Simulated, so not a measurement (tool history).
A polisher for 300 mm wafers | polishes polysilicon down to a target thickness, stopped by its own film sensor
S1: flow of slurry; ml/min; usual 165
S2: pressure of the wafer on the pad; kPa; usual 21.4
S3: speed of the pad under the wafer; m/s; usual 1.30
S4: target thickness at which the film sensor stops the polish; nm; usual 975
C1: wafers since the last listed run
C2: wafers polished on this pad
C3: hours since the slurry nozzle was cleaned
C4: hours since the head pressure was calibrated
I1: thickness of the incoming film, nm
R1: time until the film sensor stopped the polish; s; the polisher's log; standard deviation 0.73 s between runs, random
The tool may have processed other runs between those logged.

Run 1, hour 0.0: usual settings but S4 1046 nm; C1 0; C2 156; C3 549.3; C4 1091.6; I1 1524.1. Result: R1 33.5 s.
Run 2, hour 10.2: usual settings; C1 128; C2 284; C3 559.5; C4 1101.8; I1 1512.9. Result: R1 37.4 s.
Run 3, hour 28.0: usual settings but S4 854 nm; C1 223; C2 508; C3 577.3; C4 1119.6; I1 1507.0. Result: R1 47.3 s.
Run 4, hour 39.8: usual settings but S4 854 nm; C1 148; C2 656; C3 589.1; C4 1131.4; I1 1524.5. Result: R1 51.7 s.
At hour 55.9: worn pad replaced by a new one.
Run 5, hour 56.4: usual settings; C1 158; C2 6; C3 605.7; C4 1148.0; I1 1518.6. Result: R1 39.4 s.
Run 6, hour 59.8: usual settings; C1 42; C2 49; C3 609.1; C4 1151.4; I1 1516.7. Result: R1 36.9 s.
Run 7, hour 75.9: usual settings; C1 202; C2 251; C3 625.2; C4 1167.5; I1 1511.9. Result: R1 36.4 s.
Run 8, hour 88.1: usual settings; C1 153; C2 405; C3 637.4; C4 1179.7; I1 1512.7. Result: R1 38.2 s.
Run 9, hour 105.6: usual settings; C1 220; C2 625; C3 654.9; C4 1197.2; I1 1492.9. Result: R1 38.8 s.
At hour 118.2: worn pad replaced by a new one.
Run 10, hour 120.6: usual settings; C1 138; C2 30; C3 669.9; C4 1212.2; I1 1524.5. Result: R1 38.1 s.
Run 11, hour 131.2: usual settings but S2 24.1 kPa; C1 133; C2 163; C3 680.5; C4 1222.8; I1 1515.8. Result: R1 33.3 s.
At hour 141.6: head pressure recalibrated.
Run 12, hour 142.0: usual settings; C1 110; C2 274; C3 691.3; C4 0.4; I1 1529.9. Result: R1 39.0 s.
At hour 158.8: slurry nozzle cleaned.
Run 13, hour 159.3: usual settings; C1 204; C2 479; C3 0.5; C4 17.7; I1 1509.6. Result: R1 38.5 s.
Run 14, hour 168.5: usual settings but S1 130 ml/min, S4 1107 nm; C1 115; C2 594; C3 9.7; C4 26.9; I1 1545.3. Result: R1 33.9 s.
At hour 182.2: worn pad replaced by a new one.
Run 15, hour 185.6: usual settings but S2 13.8 kPa, S3 1.50 m/s, S4 1123 nm; C1 164; C2 42; C3 26.8; C4 44.0; I1 1533.3. Result: R1 40.4 s.
Run 16, hour 198.2: usual settings; C1 158; C2 201; C3 39.4; C4 56.6; I1 1519.1. Result: R1 38.2 s.
Run 17, hour 212.4: usual settings but S3 1.64 m/s; C1 178; C2 379; C3 53.6; C4 70.8; I1 1505.0. Result: R1 32.0 s.
Run 18, hour 223.8: usual settings but S1 190 ml/min, S2 15.9 kPa, S3 1.58 m/s, S4 1161 nm; C1 143; C2 523; C3 65.0; C4 82.2; I1 1549.6. Result: R1 31.9 s.
Run 19, hour 235.6: usual settings; C1 148; C2 671; C3 76.8; C4 94.0; I1 1545.0. Result: R1 44.8 s.
At hour 242.3: worn pad replaced by a new one.
Run 20, hour 247.8: usual settings but S1 205 ml/min, S3 1.54 m/s; C1 103; C2 68; C3 89.0; C4 106.2; I1 1507.3. Result: R1 30.8 s.
Run 21, hour 255.8: usual settings but S1 190 ml/min, S4 861 nm; C1 100; C2 169; C3 97.0; C4 114.2; I1 1532.9. Result: R1 46.3 s.
Run 22, hour 272.6: usual settings but S2 19.3 kPa; C1 211; C2 380; C3 113.8; C4 131.0; I1 1543.6. Result: R1 44.9 s.
Run 23, hour 279.0: usual settings but S2 16.5 kPa, S4 1096 nm; C1 80; C2 461; C3 120.2; C4 137.4; I1 1529.8. Result: R1 41.3 s.
Run 24, hour 295.3: usual settings; C1 204; C2 666; C3 136.5; C4 153.7; I1 1538.0. Result: R1 42.2 s.
At hour 310.2: worn pad replaced by a new one.
Run 25, hour 313.0: usual settings but S4 917 nm; C1 172; C2 34; C3 154.2; C4 171.4; I1 1513.8. Result: R1 39.8 s.
Run 26, hour 319.1: usual settings; C1 76; C2 111; C3 160.3; C4 177.5; I1 1522.5. Result: R1 38.2 s.

Forecast each of these 5 alternatives for the next run:
Run A, hour 319.5: usual settings but S2 17.9 kPa; C1 5; C2 116; C3 160.7; C4 177.9; I1 1543.4. Result: R1 ?.
Run B, hour 319.5: usual settings but S1 200 ml/min, S4 868 nm; C1 5; C2 116; C3 160.7; C4 177.9; I1 1543.4. Result: R1 ?.
Run C, hour 319.5: usual settings but S3 1.60 m/s, S4 1075 nm; C1 5; C2 116; C3 160.7; C4 177.9; I1 1543.4. Result: R1 ?.
Run D, hour 319.5: usual settings but S1 185 ml/min, S4 800 nm; C1 5; C2 116; C3 160.7; C4 177.9; I1 1543.4. Result: R1 ?.
Run E, hour 319.5: usual settings but S1 205 ml/min; C1 5; C2 116; C3 160.7; C4 177.9; I1 1543.4. Result: R1 ?.

run    R1
  A  45.7
  B  44.6
  C  27.0
  D  49.5
  E  37.4
Had the tool no hidden state, the same runs would have come out as:
run    R1
  A  44.9
  B  43.8
  C  26.5
  D  48.6
  E  36.8

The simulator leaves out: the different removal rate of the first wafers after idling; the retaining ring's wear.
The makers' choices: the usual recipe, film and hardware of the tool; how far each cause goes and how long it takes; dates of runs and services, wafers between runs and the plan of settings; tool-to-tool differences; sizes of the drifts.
